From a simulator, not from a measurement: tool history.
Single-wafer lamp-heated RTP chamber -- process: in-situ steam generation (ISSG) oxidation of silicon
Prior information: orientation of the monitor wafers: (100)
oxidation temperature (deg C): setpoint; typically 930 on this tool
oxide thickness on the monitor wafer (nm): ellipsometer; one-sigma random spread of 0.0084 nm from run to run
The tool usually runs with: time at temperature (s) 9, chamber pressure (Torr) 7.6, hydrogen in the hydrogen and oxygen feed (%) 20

run	day	oxidation temperature (deg C)	time at temperature (s)	chamber pressure (Torr)	hydrogen in the hydrogen and oxygen feed (%)	wafers since the last listed run	wafers since the last pyrometer calibration	hours since the pressure gauge was zeroed	hours since the hydrogen flow controller was replaced	hours since the gauge calibration	read-back reference wafer on the same gauge, thickness	oxide thickness on the monitor wafer (nm)
1	0	930	6	7.6	20	0	3550	2973.6	4898.4	166.7	3.588	3.039
2	0.367	930	6	7.6	20	56	3606	2982.4	4907.2	175.5	3.592	3.053
# day 1.188: pressure gauge zeroed
3	1.271	930	9	7.6	20	87	3693	2	4928.9	197.2	3.59	3.506
4	1.908	930	9	7.6	20	97	3791	17.3	4944.2	212.5	3.588	3.494
5	2.625	938	9	7.6	20	109	3900	34.5	4961.4	229.7	3.59	3.554
6	2.992	938	9	7.6	20	56	3957	43.3	4970.2	238.5	3.591	3.548
7	3.471	930	9	8.4	20	73	4030	54.8	4981.7	250	3.592	3.48
8	4.008	930	9	6.9	20	82	4112	67.7	4994.6	262.9	3.59	3.47
9	4.312	930	9	7.6	20	46	4159	75	5001.9	270.2	3.593	3.488
10	4.592	930	9	7.6	11	42	4201	81.7	5008.6	276.9	3.587	3.006
11	5.1	930	9	7.6	20	77	4279	93.9	5020.8	289.1	3.588	3.494
12	5.383	940	9	7.6	17	43	4322	100.7	5027.6	295.9	3.591	3.428
13	5.675	942	8	6.9	25	44	4367	107.7	5034.6	302.9	3.587	3.651
14	5.942	930	9	6.9	28	40	4408	114.1	5041	309.3	3.59	3.823
15	6.429	938	9	7.1	13	74	4482	125.8	5052.7	321	3.588	3.185
16	6.854	930	9	8.6	23	65	4547	136	5062.9	331.2	3.59	3.618
# day 7.112: gauge calibrated
# day 7.429: hydrogen flow controller replaced
17	7.45	930	9	7.6	13	40	4587	150.3	0.5	8.1	3.591	3.141
18	7.85	946	9	7.6	20	61	4649	159.9	10.1	17.7	3.59	3.624
# day 8.479: pyrometer window cleaned and pyrometer calibrated
19	8.5	930	9	6.9	17	48	3	175.5	25.7	33.3	3.593	3.298
20	8.962	930	9	7.6	20	70	74	186.6	36.8	44.4	3.589	3.444
21	9.571	930	6	8.8	17	93	167	201.2	51.4	59	3.591	2.878
22	9.9	930	9	8	20	50	217	209.1	59.3	66.9	3.59	3.458
23	10.6	945	6	8.9	25	107	324	225.9	76.1	83.7	3.59	3.245
24	11.192	930	6	8.1	26	90	415	240.1	90.3	97.9	3.588	3.25
25	11.454	919	11	6.9	29	40	455	246.4	96.6	104.2	3.588	4.004
26	12.104	930	7	7.6	23	99	554	262	112.2	119.8	3.59	3.323
27	12.842	930	9	7.6	20	112	667	279.7	129.9	137.5	3.589	3.473
28	13.346	930	9	7.6	20	77	744	291.8	142	149.6	3.589	3.469
29	13.792	914	11	8.3	17	68	812	302.5	152.7	160.3	3.59	3.457
30	14.092	920	10	8	26	45	858	309.7	159.9	167.5	3.591	3.794
31	14.612	944	10	6.9	17	79	938	322.2	172.4	180	3.591	3.546

4 options for the next run, each taken on its own from the tool as it stands now. Forecast them:
A	14.633	930	9	8.2	20	3	941	322.7	172.9	180.5	?	?
B	14.633	944	9	8	11	3	941	322.7	172.9	180.5	?	?
C	14.633	930	9	7.6	16	3	941	322.7	172.9	180.5	?	?
D	14.633	930	9	6.9	23	3	941	322.7	172.9	180.5	?	?

run	read-back reference wafer on the same gauge, thickness	oxide thickness on the monitor wafer (nm)
A	3.59	3.48
B	3.59	3.099
C	3.59	3.289
D	3.59	3.598
With the hidden condition removed and each run's random variation left untouched, the same runs would have given:
run	oxide thickness on the monitor wafer (nm)
A	3.437
B	3.059
C	3.25
D	3.554
